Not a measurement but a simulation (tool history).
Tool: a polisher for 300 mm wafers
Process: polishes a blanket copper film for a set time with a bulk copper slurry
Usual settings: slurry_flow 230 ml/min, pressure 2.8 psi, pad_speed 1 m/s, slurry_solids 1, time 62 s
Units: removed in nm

run,hour,slurry_flow,pressure,pad_speed,slurry_solids,time,wafers since the last listed run,wafers polished on this pad,hours since the slurry nozzle was cleaned,hours since the head pressure was calibrated,hours since the slurry blender was calibrated,"incoming thickness of the incoming film, nm",removed
1,0,230,2.8,1,1,62,0,206,454.4,241.1,96.1,2276.4,509.8
2,10.6,230,2.8,1,1,62,66,272,465,251.7,106.7,2300.2,513.3
3,21.6,230,2.8,1,1,62,68,340,476,262.7,117.7,2267.1,506.9
4,36.5,230,2.8,1,1,62,92,433,490.9,277.6,132.6,2304.2,517
5,48.4,230,2.8,1,1,62,74,507,502.8,289.5,144.5,2313.2,500.8
6,65.9,230,2.8,1,1,62,109,616,520.3,307,162,2298.6,507.2
7,81.6,230,2.8,1,1,62,97,714,536,322.7,177.7,2301.9,514.1
8,104.5,230,2.8,1,1,62,142,857,558.9,345.6,200.6,2247.1,514.2
9,112.2,230,2.8,1,1,62,48,905,566.6,353.3,208.3,2258.5,504.7
# hour 126.7: head pressure recalibrated
10,139.3,230,2.8,1,1,62,156,1062,593.7,12.6,235.4,2287,533.4
11,154.4,230,2.8,1,1,62,94,1156,608.8,27.7,250.5,2297.3,531.5
# hour 158.5: worn pad replaced by a new one
12,168.1,230,3.2,1.14,1,62,60,59,622.5,41.4,264.2,2253.5,657.1
# hour 171.9: slurry blender recalibrated
13,184,170,1.9,1,1.1,43,86,146,638.4,57.3,12.1,2268.7,269.8
14,201.4,230,2.8,1,1,62,108,254,655.8,74.7,29.5,2284.7,527.9
15,212.8,230,3.2,0.76,1,62,71,326,667.2,86.1,40.9,2289.6,494.4
16,228.1,230,3.4,1,0.85,62,95,421,682.5,101.4,56.2,2263.4,587.9
17,243.5,175,2.8,0.88,1.1,70,96,517,697.9,116.8,71.6,2255.9,529.6
18,251.1,230,2.8,1,1,62,47,564,705.5,124.4,79.2,2269.5,501.2
# hour 256: slurry nozzle cleaned
19,260.6,275,2.8,1,1,62,52,617,4.6,133.9,88.7,2271.8,516.6
20,274.5,285,3.1,1,0.7,62,86,704,18.5,147.8,102.6,2331.9,522.1
21,292.1,230,2.8,0.68,1,62,109,814,36.1,165.4,120.2,2301.5,406.6
22,300,175,2.8,1.26,0.75,72,49,863,44,173.3,128.1,2272.8,621.3
23,315.8,230,2.8,1,0.7,62,98,961,59.8,189.1,143.9,2273.4,470.7
24,328.2,230,2.8,1,1.3,45,77,1039,72.2,201.5,156.3,2274.4,395
25,345.6,230,2.8,1,1.25,75,108,1147,89.6,218.9,173.7,2253.4,636.7
26,351.6,230,2.8,1,1,62,37,1185,95.6,224.9,179.7,2247.5,509.9
27,358.6,230,2.8,1,1,62,43,1228,102.6,231.9,186.7,2265,517
28,365.9,285,2.5,1.3,1,54,45,1274,109.9,239.2,194,2258.5,483.1
29,380.6,170,2.2,1,0.8,84,91,1365,124.6,253.9,208.7,2273.8,514.4
# hour 388.6: worn pad replaced by a new one
30,394.4,230,2.8,1,1,46,61,35,138.4,267.7,222.5,2318.3,372.3
31,417.7,230,2.8,0.86,0.9,62,145,181,161.7,291,245.8,2274.7,448.5

Some steps in removed between neighbouring runs. How much of each would the tool show without its hidden state too (settings, what came in, random variation), and how much is left for the hidden state, with any gauge scatter that isn't in both results?
The hidden state here: removal rate lost through wear of the pad, %; slurry flow missing at the pad, %; deviation of the head's pressure from its setpoint, %; abrasive missing from the slurry, %.
Run 9 -> 10: head pressure recalibrated. removed +28.7 nm: hidden state +33.1, all else -4.4.
Run 12 -> 13: slurry_flow 230 -> 170, pressure 3.2 -> 1.9, pad_speed 1.14 -> 1, slurry_solids 1 -> 1.1, time 62 -> 43, slurry blender recalibrated. removed -387.3 nm: hidden state +8.8, all else -396.1.
Run 13 -> 14: slurry_flow 170 -> 230, pressure 1.9 -> 2.8, slurry_solids 1.1 -> 1, time 43 -> 62. removed +258.1 nm: hidden state -12.9, all else +271.
Run 21 -> 22: slurry_flow 230 -> 175, pad_speed 0.68 -> 1.26, slurry_solids 1 -> 0.75, time 62 -> 72. removed +214.7 nm: hidden state -15.5, all else +230.2.
Run 24 -> 25: slurry_solids 1.3 -> 1.25, time 45 -> 75. removed +241.7 nm: hidden state -19.6, all else +261.3.
